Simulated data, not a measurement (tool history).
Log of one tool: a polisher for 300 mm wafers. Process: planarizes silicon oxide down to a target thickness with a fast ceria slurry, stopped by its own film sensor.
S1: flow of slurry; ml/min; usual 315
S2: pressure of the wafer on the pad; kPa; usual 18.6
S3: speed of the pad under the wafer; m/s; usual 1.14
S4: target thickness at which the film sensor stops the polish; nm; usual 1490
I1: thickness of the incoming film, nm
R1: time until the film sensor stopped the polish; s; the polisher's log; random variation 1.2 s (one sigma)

run 1 hour=0.0 | S1=380 S2=17.2 S3=1.14 S4=1490 | I1=2572.8 | R1=71.4
-- hour=156.0 worn pad replaced by a new one
-- hour=194.9 slurry nozzle cleaned
run 2 hour=261.2 | S1=380 S2=17.2 S3=1.14 S4=1490 | I1=2579.7 | R1=67.8
run 3 hour=354.1 | S1=315 S2=18.6 S3=1.14 S4=1490 | I1=2591.9 | R1=68.0
-- hour=474.3 worn pad replaced by a new one
run 4 hour=474.8 | S1=315 S2=22.1 S3=1.42 S4=1490 | I1=2641.0 | R1=53.5
-- hour=476.8 slurry nozzle cleaned
run 5 hour=569.8 | S1=315 S2=22.1 S3=1.42 S4=1490 | I1=2605.4 | R1=54.2
run 6 hour=635.5 | S1=315 S2=22.8 S3=1.14 S4=1490 | I1=2588.4 | R1=57.7
run 7 hour=682.4 | S1=315 S2=18.6 S3=1.14 S4=1490 | I1=2596.2 | R1=66.1
run 8 hour=729.0 | S1=315 S2=18.6 S3=1.14 S4=1490 | I1=2601.4 | R1=66.5
-- hour=751.8 slurry nozzle cleaned
-- hour=780.9 worn pad replaced by a new one
run 9 hour=831.3 | S1=315 S2=18.6 S3=1.14 S4=1490 | I1=2623.8 | R1=69.0
run 10 hour=922.3 | S1=285 S2=18.6 S3=1.14 S4=1384 | I1=2638.9 | R1=77.5
run 11 hour=965.0 | S1=315 S2=15.2 S3=1.14 S4=1490 | I1=2618.3 | R1=78.9

Forecast run 12:
-- hour=1033.1 slurry nozzle cleaned
run 12 hour=1033.6 | S1=235 S2=22.1 S3=1.34 S4=1223 | I1=2555.4 | R1=?

{"run 12": {"R1": 65.7}}
Without the tool's hidden state the same run would have given R1 65.7 s.
